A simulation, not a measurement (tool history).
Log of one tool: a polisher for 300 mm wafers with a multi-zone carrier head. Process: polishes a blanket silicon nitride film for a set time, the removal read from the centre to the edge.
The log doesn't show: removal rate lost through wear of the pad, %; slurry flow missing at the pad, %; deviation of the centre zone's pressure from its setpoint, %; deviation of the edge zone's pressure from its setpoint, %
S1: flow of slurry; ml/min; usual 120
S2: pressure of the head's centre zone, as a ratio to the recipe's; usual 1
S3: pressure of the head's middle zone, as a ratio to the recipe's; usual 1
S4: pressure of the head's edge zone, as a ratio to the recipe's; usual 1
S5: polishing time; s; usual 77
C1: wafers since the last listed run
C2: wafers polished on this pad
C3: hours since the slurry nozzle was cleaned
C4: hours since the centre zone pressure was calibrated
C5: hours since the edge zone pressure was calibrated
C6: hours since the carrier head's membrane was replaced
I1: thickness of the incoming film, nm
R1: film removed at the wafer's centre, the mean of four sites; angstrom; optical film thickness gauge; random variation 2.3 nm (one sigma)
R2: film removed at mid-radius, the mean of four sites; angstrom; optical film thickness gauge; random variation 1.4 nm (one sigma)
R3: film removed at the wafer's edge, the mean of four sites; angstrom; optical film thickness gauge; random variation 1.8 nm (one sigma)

| run | hour | S1 | S2 | S3 | S4 | S5 | C1 | C2 | C3 | C4 | C5 | C6 | I1 | R1 | R2 | R3 |
|---|---|---|---|---|---|---|---|---|---|---|---|---|---|---|---|---|
| 1 | 0 | 120 | 1 | 1 | 1 | 77 | 0 | 1253 | 49.5 | 1201 | 489.3 | 1095.7 | 476.1 | 1658 | 1656 | 1618 |
|  | 7.9 | worn pad replaced by a new one |
| 2 | 35.8 | 120 | 1 | 1 | 1 | 77 | 269 | 236 | 85.3 | 1236.8 | 525.1 | 1131.5 | 483.8 | 1747 | 1751 | 1724 |
| 3 | 48.3 | 150 | 1 | 0.91 | 1 | 77 | 105 | 341 | 97.8 | 1249.3 | 537.6 | 1144 | 480.5 | 1816 | 1673 | 1773 |
| 4 | 63 | 150 | 1 | 0.91 | 1 | 77 | 124 | 466 | 112.5 | 1264 | 552.3 | 1158.7 | 479.2 | 1792 | 1682 | 1741 |
| 5 | 99 | 150 | 1 | 0.91 | 1 | 77 | 304 | 771 | 148.5 | 1300 | 588.3 | 1194.7 | 484.6 | 1775 | 1619 | 1712 |
| 6 | 115 | 120 | 1 | 1 | 1.06 | 77 | 135 | 906 | 164.5 | 1316 | 604.3 | 1210.7 | 484.7 | 1640 | 1653 | 1713 |
|  | 138.8 | centre zone pressure recalibrated |
| 7 | 145.6 | 120 | 1 | 1 | 1.06 | 77 | 242 | 1148 | 195.1 | 6.8 | 634.9 | 1241.3 | 483.1 | 1634 | 1640 | 1690 |
|  | 162.3 | worn pad replaced by a new one |
| 8 | 165.9 | 120 | 1 | 1 | 1 | 77 | 138 | 30 | 215.4 | 27.1 | 655.2 | 1261.6 | 479.2 | 1860 | 1816 | 1850 |
|  | 208.1 | slurry nozzle cleaned |
|  | 217.2 | edge zone pressure recalibrated |
| 9 | 264.4 | 120 | 1 | 1 | 0.89 | 50 | 808 | 839 | 56.3 | 125.6 | 47.2 | 1360.1 | 482 | 1080 | 1071 | 1002 |
|  | 270.8 | carrier head's membrane replaced by a new one |
| 10 | 288.4 | 120 | 1 | 1 | 1 | 77 | 160 | 1000 | 80.3 | 149.6 | 71.2 | 17.6 | 474.4 | 1615 | 1627 | 1602 |
| 11 | 303.4 | 85 | 1 | 1 | 1 | 86 | 127 | 1127 | 95.3 | 164.6 | 86.2 | 32.6 | 480.1 | 1585 | 1618 | 1695 |
|  | 315.3 | worn pad replaced by a new one |
| 12 | 332.8 | 150 | 1.07 | 1 | 0.94 | 59 | 215 | 148 | 124.7 | 194 | 115.6 | 62 | 484.5 | 1557 | 1422 | 1376 |
| 13 | 358.9 | 120 | 1 | 0.89 | 1.06 | 77 | 220 | 369 | 150.8 | 220.1 | 141.7 | 88.1 | 484.6 | 1754 | 1554 | 1770 |
| 14 | 383.6 | 120 | 1 | 1 | 1.06 | 77 | 209 | 578 | 175.5 | 244.8 | 166.4 | 112.8 | 490.2 | 1674 | 1675 | 1736 |
| 15 | 411 | 120 | 1.03 | 1 | 1.11 | 77 | 232 | 810 | 202.9 | 272.2 | 193.8 | 140.2 | 484.3 | 1689 | 1665 | 1743 |
| 16 | 432.6 | 120 | 1 | 1 | 1 | 77 | 182 | 993 | 224.5 | 293.8 | 215.4 | 161.8 | 470.4 | 1622 | 1629 | 1639 |
|  | 455.7 | slurry nozzle cleaned |
| 17 | 460.1 | 110 | 1.1 | 1 | 1.04 | 77 | 224 | 1217 | 4.4 | 321.3 | 242.9 | 189.3 | 469.3 | 1703 | 1610 | 1611 |

What the log doesn't show, run by run:
slurry flow missing at the pad, %: 0 in every run
deviation of the centre zone's pressure from its setpoint, %: 0 in every run
deviation of the edge zone's pressure from its setpoint, %: 0 in every run
H1: removal rate lost through wear of the pad, %
| run | H1 |
|---|---|
| 1 | 12.2 |
| 2 | 5.78 |
| 3 | 7.36 |
| 4 | 8.79 |
| 5 | 11 |
| 6 | 11.6 |
| 7 | 12.3 |
| 8 | 1.74 |
| 9 | 11.7 |
| 10 | 12.4 |
| 11 | 12.7 |
| 12 | 4.07 |
| 13 | 7.61 |
| 14 | 9.68 |
| 15 | 11.1 |
| 16 | 11.8 |
| 17 | 12.3 |
